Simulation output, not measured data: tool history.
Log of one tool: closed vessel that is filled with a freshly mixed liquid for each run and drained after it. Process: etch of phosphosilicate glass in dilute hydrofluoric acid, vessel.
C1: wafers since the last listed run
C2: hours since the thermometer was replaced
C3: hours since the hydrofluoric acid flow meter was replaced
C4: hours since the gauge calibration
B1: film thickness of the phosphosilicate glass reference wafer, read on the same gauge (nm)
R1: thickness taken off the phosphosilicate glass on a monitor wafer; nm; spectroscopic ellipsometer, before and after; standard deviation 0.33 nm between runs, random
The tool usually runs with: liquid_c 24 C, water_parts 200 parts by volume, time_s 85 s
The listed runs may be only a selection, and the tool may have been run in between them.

run 1 hour=0 | liquid_c=24 water_parts=200 time_s=85 | C1=0 C2=223.1 C3=817.1 C4=1582.3 | B1=150.02 | R1=49.79
run 2 hour=51.4 | liquid_c=24 water_parts=200 time_s=85 | C1=4029 C2=274.5 C3=868.5 C4=1633.7 | B1=149.94 | R1=49.49
run 3 hour=92.2 | liquid_c=24 water_parts=200 time_s=85 | C1=3198 C2=315.3 C3=909.3 C4=1674.5 | B1=150.02 | R1=49.24
run 4 hour=167.3 | liquid_c=24 water_parts=200 time_s=85 | C1=5886 C2=390.4 C3=984.4 C4=1749.6 | B1=150.04 | R1=49.21
run 5 hour=215 | liquid_c=24 water_parts=200 time_s=85 | C1=3739 C2=438.1 C3=1032.1 C4=1797.3 | B1=150 | R1=49.37
run 6 hour=263.2 | liquid_c=24 water_parts=200 time_s=85 | C1=3778 C2=486.3 C3=1080.3 C4=1845.5 | B1=150.02 | R1=49.31
run 7 hour=310.9 | liquid_c=24 water_parts=200 time_s=85 | C1=3739 C2=534 C3=1128 C4=1893.2 | B1=150.03 | R1=49.1
run 8 hour=385.5 | liquid_c=24 water_parts=200 time_s=85 | C1=5847 C2=608.6 C3=1202.6 C4=1967.8 | B1=150.02 | R1=49.19
run 9 hour=426.5 | liquid_c=24 water_parts=200 time_s=85 | C1=3213 C2=649.6 C3=1243.6 C4=2008.8 | B1=149.98 | R1=48.74
run 10 hour=469.5 | liquid_c=24 water_parts=200 time_s=85 | C1=3370 C2=692.6 C3=1286.6 C4=2051.8 | B1=150.01 | R1=48.32
run 11 hour=544.8 | liquid_c=24 water_parts=130 time_s=85 | C1=5902 C2=767.9 C3=1361.9 C4=2127.1 | B1=150.01 | R1=80.91
-- hour=611.1 thermometer replaced
run 12 hour=627.9 | liquid_c=24 water_parts=285 time_s=65 | C1=6435 C2=16.8 C3=1445 C4=2210.2 | B1=149.98 | R1=23.93
run 13 hour=726.7 | liquid_c=22 water_parts=170 time_s=85 | C1=7744 C2=115.6 C3=1543.8 C4=2309 | B1=150 | R1=54.6
run 14 hour=788.7 | liquid_c=24 water_parts=200 time_s=85 | C1=4859 C2=177.6 C3=1605.8 C4=2371 | B1=150.05 | R1=48.92
run 15 hour=866.4 | liquid_c=29 water_parts=200 time_s=85 | C1=6090 C2=255.3 C3=1683.5 C4=2448.7 | B1=150.02 | R1=57.45
run 16 hour=968.7 | liquid_c=26 water_parts=275 time_s=125 | C1=8018 C2=357.6 C3=1785.8 C4=2551 | B1=150.01 | R1=51.42
-- hour=970 gauge calibrated
run 17 hour=1024.6 | liquid_c=24 water_parts=200 time_s=85 | C1=4381 C2=413.5 C3=1841.7 C4=54.6 | B1=150.02 | R1=47.63
run 18 hour=1086.7 | liquid_c=26.5 water_parts=200 time_s=125 | C1=4867 C2=475.6 C3=1903.8 C4=116.7 | B1=150 | R1=77.5
run 19 hour=1133.5 | liquid_c=24 water_parts=250 time_s=50 | C1=3668 C2=522.4 C3=1950.6 C4=163.5 | B1=150.03 | R1=21.28
run 20 hour=1181.8 | liquid_c=20.5 water_parts=160 time_s=85 | C1=3786 C2=570.7 C3=1998.9 C4=211.8 | B1=149.94 | R1=54.95
-- hour=1191.9 hydrofluoric acid flow meter replaced
run 21 hour=1233.1 | liquid_c=20.5 water_parts=110 time_s=85 | C1=3942 C2=622 C3=41.2 C4=263.1 | B1=149.94 | R1=88.49
run 22 hour=1300.2 | liquid_c=19.5 water_parts=200 time_s=85 | C1=5259 C2=689.1 C3=108.3 C4=330.2 | B1=150 | R1=42.18
run 23 hour=1365.8 | liquid_c=24 water_parts=270 time_s=85 | C1=5142 C2=754.7 C3=173.9 C4=395.8 | B1=149.97 | R1=33.98
-- hour=1553.9 thermometer replaced
run 24 hour=1673.9 | liquid_c=24 water_parts=200 time_s=85 | C1=24072 C2=120 C3=482 C4=703.9 | B1=150 | R1=49.54
run 25 hour=1766.6 | liquid_c=24 water_parts=230 time_s=85 | C1=7266 C2=212.7 C3=574.7 C4=796.6 | B1=150 | R1=42.18
run 26 hour=1869.7 | liquid_c=24 water_parts=200 time_s=120 | C1=8081 C2=315.8 C3=677.8 C4=899.7 | B1=150.01 | R1=69.41
run 27 hour=1945.4 | liquid_c=19.5 water_parts=145 time_s=65 | C1=5933 C2=391.5 C3=753.5 C4=975.4 | B1=149.96 | R1=46.67
run 28 hour=2033.4 | liquid_c=19 water_parts=165 time_s=100 | C1=6897 C2=479.5 C3=841.5 C4=1063.4 | B1=149.98 | R1=59.9
run 29 hour=2079.1 | liquid_c=26 water_parts=295 time_s=55 | C1=3582 C2=525.2 C3=887.2 C4=1109.1 | B1=149.99 | R1=20.72
run 30 hour=2149.3 | liquid_c=19 water_parts=255 time_s=85 | C1=5502 C2=595.4 C3=957.4 C4=1179.3 | B1=149.98 | R1=30.2
run 31 hour=2237.9 | liquid_c=24 water_parts=200 time_s=85 | C1=6945 C2=684 C3=1046 C4=1267.9 | B1=149.98 | R1=48.94
-- hour=2392.2 thermometer replaced
run 32 hour=2502.5 | liquid_c=24 water_parts=105 time_s=65 | C1=20662 C2=110.3 C3=1310.6 C4=1532.5 | B1=149.98 | R1=79.45

Below are 4 alternative next runs, each starting from the tool's condition after run 32. Predict each:
run A hour=2503.2 | liquid_c=27.5 water_parts=200 time_s=85 | C1=54 C2=111 C3=1311.3 C4=1533.2 | B1=? | R1=?
run B hour=2503.2 | liquid_c=24 water_parts=225 time_s=135 | C1=54 C2=111 C3=1311.3 C4=1533.2 | B1=? | R1=?
run C hour=2503.2 | liquid_c=27 water_parts=240 time_s=45 | C1=54 C2=111 C3=1311.3 C4=1533.2 | B1=? | R1=?
run D hour=2503.2 | liquid_c=28 water_parts=300 time_s=125 | C1=54 C2=111 C3=1311.3 C4=1533.2 | B1=? | R1=?

run=A B1=149.97 R1=55.07
run=B B1=149.97 R1=66.68
run=C B1=149.97 R1=22.8
run=D B1=149.97 R1=49.04
Had the tool no hidden state, the same runs would have come out as:
run=A R1=57.18
run=B R1=69.25
run=C R1=23.69
run=D R1=51.05
